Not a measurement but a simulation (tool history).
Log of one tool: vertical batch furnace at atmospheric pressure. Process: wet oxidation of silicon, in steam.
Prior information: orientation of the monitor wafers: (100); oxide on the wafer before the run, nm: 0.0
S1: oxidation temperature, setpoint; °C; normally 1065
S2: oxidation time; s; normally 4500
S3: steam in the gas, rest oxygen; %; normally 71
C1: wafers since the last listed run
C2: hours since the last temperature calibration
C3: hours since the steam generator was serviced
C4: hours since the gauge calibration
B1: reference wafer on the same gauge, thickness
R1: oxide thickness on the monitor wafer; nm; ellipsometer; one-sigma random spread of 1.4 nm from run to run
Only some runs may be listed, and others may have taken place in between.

{"run": 1, "hour": 0.0, "S1": 1065, "S2": 4500, "S3": 71, "C1": 0, "C2": 3675.6, "C3": 1161.3, "C4": 59.1, "B1": 645.76, "R1": 514.15}
{"run": 2, "hour": 12.2, "S1": 1065, "S2": 4500, "S3": 71, "C1": 161, "C2": 3687.8, "C3": 1173.5, "C4": 71.3, "B1": 646.47, "R1": 512.89}
{"run": 3, "hour": 38.5, "S1": 1065, "S2": 4500, "S3": 71, "C1": 348, "C2": 3714.1, "C3": 1199.8, "C4": 97.6, "B1": 646.51, "R1": 511.24}
{"run": 4, "hour": 73.0, "S1": 1065, "S2": 4500, "S3": 71, "C1": 457, "C2": 3748.6, "C3": 1234.3, "C4": 132.1, "B1": 645.99, "R1": 511.76}
{"run": 5, "hour": 97.5, "S1": 1065, "S2": 4500, "S3": 71, "C1": 325, "C2": 3773.1, "C3": 1258.8, "C4": 156.6, "B1": 646.19, "R1": 510.71}
{"run": 6, "hour": 113.6, "S1": 1065, "S2": 4500, "S3": 71, "C1": 213, "C2": 3789.2, "C3": 1274.9, "C4": 172.7, "B1": 645.52, "R1": 511.23}
{"run": 7, "hour": 135.2, "S1": 1065, "S2": 4500, "S3": 71, "C1": 286, "C2": 3810.8, "C3": 1296.5, "C4": 194.3, "B1": 645.75, "R1": 508.45}
{"hour": 174.4, "done": "thermocouples replaced and temperature profile calibrated"}
{"run": 8, "hour": 174.9, "S1": 1053, "S2": 4500, "S3": 71, "C1": 208, "C2": 0.5, "C3": 1336.2, "C4": 234.0, "B1": 644.91, "R1": 478.51}
{"run": 9, "hour": 196.6, "S1": 1065, "S2": 4500, "S3": 71, "C1": 287, "C2": 22.2, "C3": 1357.9, "C4": 255.7, "B1": 646.36, "R1": 510.39}

What will run 10 give?
{"run": 10, "hour": 215.5, "S1": 1056, "S2": 3360, "S3": 61, "C1": 250, "C2": 41.1, "C3": 1376.8, "C4": 274.6, "B1": "?", "R1": "?"}

Run 10 came out at B1 645.89, R1 368.09 nm.
The same run, on a tool lacking any hidden state, would have yielded R1 391.68 nm.
